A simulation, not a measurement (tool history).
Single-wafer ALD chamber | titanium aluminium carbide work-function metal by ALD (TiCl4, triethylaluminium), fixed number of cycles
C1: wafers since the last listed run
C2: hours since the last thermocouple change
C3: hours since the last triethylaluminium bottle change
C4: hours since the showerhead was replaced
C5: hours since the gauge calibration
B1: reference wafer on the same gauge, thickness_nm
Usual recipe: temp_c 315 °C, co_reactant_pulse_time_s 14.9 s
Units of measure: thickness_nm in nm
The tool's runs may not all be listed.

Run 1, hour 0: usual settings but temp_c 310 °C; C1 0; C2 1609.9; C3 1520; C4 6145.8; C5 279.9; B1 1.95. Result: thickness_nm 2.104 nm.
Run 2, hour 21.9: usual settings but temp_c 324 °C; C1 252; C2 1631.8; C3 1541.9; C4 6167.7; C5 301.8; B1 1.95. Result: thickness_nm 2.246 nm.
Run 3, hour 38.8: usual settings but temp_c 324 °C; C1 194; C2 1648.7; C3 1558.8; C4 6184.6; C5 318.7; B1 1.951. Result: thickness_nm 2.228 nm.
Run 4, hour 67.6: usual settings but temp_c 324 °C; C1 331; C2 1677.5; C3 1587.6; C4 6213.4; C5 347.5; B1 1.952. Result: thickness_nm 2.235 nm.
Run 5, hour 103.3: usual settings but temp_c 319 °C; C1 411; C2 1713.2; C3 1623.3; C4 6249.1; C5 383.2; B1 1.949. Result: thickness_nm 2.157 nm.
Run 6, hour 133: usual settings but temp_c 319 °C; C1 342; C2 1742.9; C3 1653; C4 6278.8; C5 412.9; B1 1.95. Result: thickness_nm 2.162 nm.
At hour 167.4: triethylaluminium bottle replaced.
Run 7, hour 167.9: usual settings but temp_c 319 °C; C1 309; C2 1777.8; C3 0.5; C4 6313.7; C5 447.8; B1 1.951. Result: thickness_nm 2.324 nm.
At hour 182.2: showerhead replaced, of another model than before.
Run 8, hour 182.7: usual settings; C1 78; C2 1792.6; C3 15.3; C4 0.5; C5 462.6; B1 1.951. Result: thickness_nm 2.273 nm.
At hour 205: gauge calibrated.
Run 9, hour 215: usual settings but temp_c 308 °C; C1 372; C2 1824.9; C3 47.6; C4 32.8; C5 10; B1 1.949. Result: thickness_nm 2.207 nm.
Run 10, hour 242.6: usual settings but co_reactant_pulse_time_s 20.3 s; C1 318; C2 1852.5; C3 75.2; C4 60.4; C5 37.6; B1 1.949. Result: thickness_nm 2.28 nm.
Run 11, hour 256.7: usual settings but temp_c 307 °C, co_reactant_pulse_time_s 18.24 s; C1 162; C2 1866.6; C3 89.3; C4 74.5; C5 51.7; B1 1.95. Result: thickness_nm 2.199 nm.
Run 12, hour 280.4: usual settings but temp_c 310 °C, co_reactant_pulse_time_s 20.12 s; C1 273; C2 1890.3; C3 113; C4 98.2; C5 75.4; B1 1.949. Result: thickness_nm 2.234 nm.
Run 13, hour 304.5: usual settings but temp_c 324 °C, co_reactant_pulse_time_s 11.72 s; C1 277; C2 1914.4; C3 137.1; C4 122.3; C5 99.5; B1 1.95. Result: thickness_nm 2.342 nm.
Run 14, hour 333.8: usual settings but temp_c 306 °C, co_reactant_pulse_time_s 9.75 s; C1 337; C2 1943.7; C3 166.4; C4 151.6; C5 128.8; B1 1.95. Result: thickness_nm 2.128 nm.
At hour 358.4: thermocouple changed; heater temperature recalibrated.
Run 15, hour 368.5: usual settings but temp_c 324 °C; C1 307; C2 10.1; C3 201.1; C4 186.3; C5 163.5; B1 1.949. Result: thickness_nm 2.371 nm.
Run 16, hour 388.7: usual settings but temp_c 309 °C; C1 232; C2 30.3; C3 221.3; C4 206.5; C5 183.7; B1 1.949. Result: thickness_nm 2.221 nm.
Run 17, hour 421: usual settings but temp_c 305 °C, co_reactant_pulse_time_s 10.65 s; C1 372; C2 62.6; C3 253.6; C4 238.8; C5 216; B1 1.95. Result: thickness_nm 2.121 nm.
Run 18, hour 449.4: usual settings but temp_c 311 °C, co_reactant_pulse_time_s 12.7 s; C1 327; C2 91; C3 282; C4 267.2; C5 244.4; B1 1.951. Result: thickness_nm 2.224 nm.

Some steps in thickness_nm, run to run, broken into two amounts with sign: the step expected even without the hidden condition (settings, incoming material, random variation), and the rest, left for the hidden condition together with whatever gauge scatter is not in both the measured and the hidden-condition-free result:
Hidden state at play: wafer temperature above the value expected at the setpoint (K); triethylaluminium dose above that of a fresh bottle (%); gauge reads high (%).
Run 6 -> 7: triethylaluminium bottle replaced. thickness_nm +0.162 nm: hidden state +0.151, all else +0.011.
Run 14 -> 15: temp_c 306 -> 324, co_reactant_pulse_time_s 9.75 -> 14.9, thermocouple changed; heater temperature recalibrated. thickness_nm +0.243 nm: hidden state +0.006, all else +0.237.
